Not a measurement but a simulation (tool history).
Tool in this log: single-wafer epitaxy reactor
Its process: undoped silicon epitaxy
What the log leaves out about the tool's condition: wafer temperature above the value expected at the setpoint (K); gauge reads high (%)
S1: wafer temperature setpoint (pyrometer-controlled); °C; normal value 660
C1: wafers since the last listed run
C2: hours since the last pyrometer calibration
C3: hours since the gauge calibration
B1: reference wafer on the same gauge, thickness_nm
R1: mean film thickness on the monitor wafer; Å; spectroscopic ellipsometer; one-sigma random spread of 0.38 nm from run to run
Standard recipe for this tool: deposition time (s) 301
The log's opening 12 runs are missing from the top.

At hour 311.5: pyrometer calibrated.
Run 13, hour 318.9: usual settings but S1 655 °C; C1 64; C2 7.4; C3 677.8; B1 61.041. Result: R1 597.29 Å.
Run 14, hour 343.9: usual settings but S1 655 °C; C1 150; C2 32.4; C3 702.8; B1 61.009. Result: R1 600.6 Å.
Run 15, hour 376.5: usual settings; C1 195; C2 65; C3 735.4; B1 61.014. Result: R1 674.77 Å.
Run 16, hour 392.2: usual settings but S1 666 °C, deposition time (s) 285; C1 94; C2 80.7; C3 751.1; B1 61.094. Result: R1 739.41 Å.
At hour 398.8: gauge calibrated.
Run 17, hour 407.8: usual settings but S1 669 °C, deposition time (s) 252; C1 93; C2 96.3; C3 9; B1 60.983. Result: R1 705.22 Å.
Run 18, hour 442.3: usual settings but S1 653 °C, deposition time (s) 283; C1 207; C2 130.8; C3 43.5; B1 61.112. Result: R1 535.29 Å.
Run 19, hour 466.4: usual settings but S1 665 °C, deposition time (s) 319; C1 144; C2 154.9; C3 67.6; B1 60.934. Result: R1 811.23 Å.
Run 20, hour 496.6: usual settings but S1 646 °C, deposition time (s) 258; C1 181; C2 185.1; C3 97.8; B1 60.955. Result: R1 411.16 Å.
Run 21, hour 527.4: usual settings but S1 652 °C, deposition time (s) 345; C1 184; C2 215.9; C3 128.6; B1 61.08. Result: R1 631.32 Å.
Run 22, hour 539.6: usual settings; C1 73; C2 228.1; C3 140.8; B1 60.775. Result: R1 672.37 Å.
Run 23, hour 556.1: usual settings; C1 99; C2 244.6; C3 157.3; B1 61.051. Result: R1 672.79 Å.
Run 24, hour 598.2: usual settings but S1 650 °C, deposition time (s) 244; C1 252; C2 286.7; C3 199.4; B1 60.887. Result: R1 419.32 Å.
Run 25, hour 612.3: usual settings but S1 651 °C; C1 84; C2 300.8; C3 213.5; B1 60.862. Result: R1 528.1 Å.
Run 26, hour 642.6: usual settings but S1 668 °C, deposition time (s) 327; C1 181; C2 331.1; C3 243.8; B1 60.871. Result: R1 878 Å.
Run 27, hour 658: usual settings but S1 669 °C, deposition time (s) 253; C1 92; C2 346.5; C3 259.2; B1 60.965. Result: R1 695.62 Å.
Run 28, hour 676.9: usual settings but S1 671 °C, deposition time (s) 255; C1 113; C2 365.4; C3 278.1; B1 61.059. Result: R1 733.26 Å.
Run 29, hour 690.4: usual settings but S1 654 °C, deposition time (s) 324; C1 81; C2 378.9; C3 291.6; B1 60.976. Result: R1 619.99 Å.
Run 30, hour 707.2: usual settings; C1 100; C2 395.7; C3 308.4; B1 61.169. Result: R1 667.22 Å.

Predict each of these 5 candidate next runs independently; none follows another, all start after run 30:
Run A, hour 707.7: usual settings; C1 3; C2 396.2; C3 308.9; B1 ?. Result: R1 ?.
Run B, hour 707.7: usual settings but S1 652 °C, deposition time (s) 260; C1 3; C2 396.2; C3 308.9; B1 ?. Result: R1 ?.
Run C, hour 707.7: usual settings but deposition time (s) 318; C1 3; C2 396.2; C3 308.9; B1 ?. Result: R1 ?.
Run D, hour 707.7: usual settings but S1 673 °C, deposition time (s) 241; C1 3; C2 396.2; C3 308.9; B1 ?. Result: R1 ?.
Run E, hour 707.7: usual settings but S1 673 °C, deposition time (s) 351; C1 3; C2 396.2; C3 308.9; B1 ?. Result: R1 ?.

run      B1      R1
  A  60.937  658.99
  B  60.937  467.51
  C  60.937   696.2
  D  60.937  720.66
  E  60.937  1049.6
With the hidden condition removed and each run's random variation left untouched, the same runs would have given:
run       R1
  A   674.18
  B   478.51
  C   712.26
  D   736.76
  E  1073.04
